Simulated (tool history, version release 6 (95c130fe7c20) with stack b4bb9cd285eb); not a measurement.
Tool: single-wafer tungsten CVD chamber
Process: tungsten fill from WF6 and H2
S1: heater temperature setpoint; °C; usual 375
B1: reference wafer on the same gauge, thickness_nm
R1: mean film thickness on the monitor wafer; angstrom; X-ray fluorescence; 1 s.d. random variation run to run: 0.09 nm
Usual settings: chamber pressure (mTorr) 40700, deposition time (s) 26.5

run 1 hour=0 | S1=375 chamber_pressure_(mTorr)=40700 deposition_time_(s)=26.5 | B1=48.997 | R1=649.2
run 2 hour=31.6 | S1=375 chamber_pressure_(mTorr)=40700 deposition_time_(s)=26.5 | B1=49.038 | R1=650.39
run 3 hour=51 | S1=375 chamber_pressure_(mTorr)=40700 deposition_time_(s)=26.5 | B1=48.984 | R1=649.21
run 4 hour=80.9 | S1=375 chamber_pressure_(mTorr)=40700 deposition_time_(s)=26.5 | B1=48.992 | R1=654
-- hour=105.2 gauge calibrated
run 5 hour=115.9 | S1=375 chamber_pressure_(mTorr)=40700 deposition_time_(s)=26.5 | B1=49.01 | R1=657.62
run 6 hour=145.9 | S1=375 chamber_pressure_(mTorr)=40700 deposition_time_(s)=26.5 | B1=48.989 | R1=659.12
run 7 hour=169.1 | S1=375 chamber_pressure_(mTorr)=40700 deposition_time_(s)=26.5 | B1=49.009 | R1=661
-- hour=185.4 capacitance manometer re-zeroed and calibrated
run 8 hour=185.9 | S1=383 chamber_pressure_(mTorr)=43600 deposition_time_(s)=28.5 | B1=48.989 | R1=812.99
-- hour=195.7 thermocouple changed; heater temperature recalibrated
-- hour=213.8 showerhead replaced
run 9 hour=214.3 | S1=388 chamber_pressure_(mTorr)=46600 deposition_time_(s)=22.3 | B1=48.996 | R1=672.91
run 10 hour=224.4 | S1=375 chamber_pressure_(mTorr)=40700 deposition_time_(s)=26.5 | B1=49.017 | R1=587.59
run 11 hour=260.1 | S1=375 chamber_pressure_(mTorr)=40700 deposition_time_(s)=22.1 | B1=48.987 | R1=490.54
run 12 hour=273.2 | S1=375 chamber_pressure_(mTorr)=40700 deposition_time_(s)=26.5 | B1=48.972 | R1=588.27
run 13 hour=301.2 | S1=384 chamber_pressure_(mTorr)=40700 deposition_time_(s)=29.5 | B1=48.993 | R1=771.07
run 14 hour=319.9 | S1=375 chamber_pressure_(mTorr)=40700 deposition_time_(s)=23.6 | B1=48.989 | R1=523.38

Branching from run 14: 5 alternative next runs. What would each branch give?
run A hour=320.3 | S1=375 chamber_pressure_(mTorr)=40700 deposition_time_(s)=26.5 | B1=? | R1=?
run B hour=320.3 | S1=375 chamber_pressure_(mTorr)=40700 deposition_time_(s)=30.7 | B1=? | R1=?
run C hour=320.3 | S1=368 chamber_pressure_(mTorr)=40700 deposition_time_(s)=23.7 | B1=? | R1=?
run D hour=320.3 | S1=360 chamber_pressure_(mTorr)=47700 deposition_time_(s)=21.3 | B1=? | R1=?
run E hour=320.3 | S1=389 chamber_pressure_(mTorr)=49700 deposition_time_(s)=30.2 | B1=? | R1=?

run=A B1=49.028 R1=586.87
run=B B1=49.028 R1=680.28
run=C B1=49.028 R1=460.81
run=D B1=49.028 R1=389.71
run=E B1=49.028 R1=963.67
Stripped of hidden state, with their random variation kept, the same runs would have yielded:
run=A R1=600.07
run=B R1=695.6
run=C R1=471.41
run=D R1=398.77
run=E R1=984.34
